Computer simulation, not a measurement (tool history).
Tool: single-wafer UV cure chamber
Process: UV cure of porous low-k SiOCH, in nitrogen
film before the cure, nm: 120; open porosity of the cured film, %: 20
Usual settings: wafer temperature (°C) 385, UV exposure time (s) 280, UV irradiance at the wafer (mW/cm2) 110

run	hour	wafer temperature (°C)	UV exposure time (s)	UV irradiance at the wafer (mW/cm2)	wafers since the last listed run	hours since the UV bulbs were replaced	wafers since the quartz window was cleaned	loss of film thickness in the cure (%)
1	0	385	280	110	0	2379.6	352	11.056
2	10.1	385	280	110	128	2389.7	480	11.087
3	18.4	385	280	110	105	2398	586	10.993
4	36.2	372	280	110	226	2415.8	813	10.867
5	44.2	372	280	110	101	2423.8	914	10.918
6	58.8	372	280	110	185	2438.4	1100	10.787
7	68.1	374	280	94	118	2447.7	1218	9.986
8	83.3	374	280	94	193	2462.9	1412	9.952
9	101.2	374	280	94	227	2480.8	1640	9.795
10	107.9	385	280	110	85	2487.5	1725	10.786
11	123.8	385	280	110	202	2503.4	1927	10.63
12	135.1	372	340	110	143	2514.7	2071	11.467
13	142.1	379	370	110	89	2521.7	2160	11.881
14	159.1	379	370	110	216	2538.7	2376	11.726
15	172.6	379	370	110	171	2552.2	2548	11.571
16	189.8	370	280	110	218	2569.4	2767	10.171
17	201.3	370	200	139	146	2580.9	2913	9.68

Forecast run 18:
# hour 240.2: UV bulbs replaced
18	240.7	390	125	93	399	0.5	3313	?

{"run 18": {"loss of film thickness in the cure (%)": 8.287}}
Without the tool's hidden state the same run would have given loss of film thickness in the cure (%) 9.202.

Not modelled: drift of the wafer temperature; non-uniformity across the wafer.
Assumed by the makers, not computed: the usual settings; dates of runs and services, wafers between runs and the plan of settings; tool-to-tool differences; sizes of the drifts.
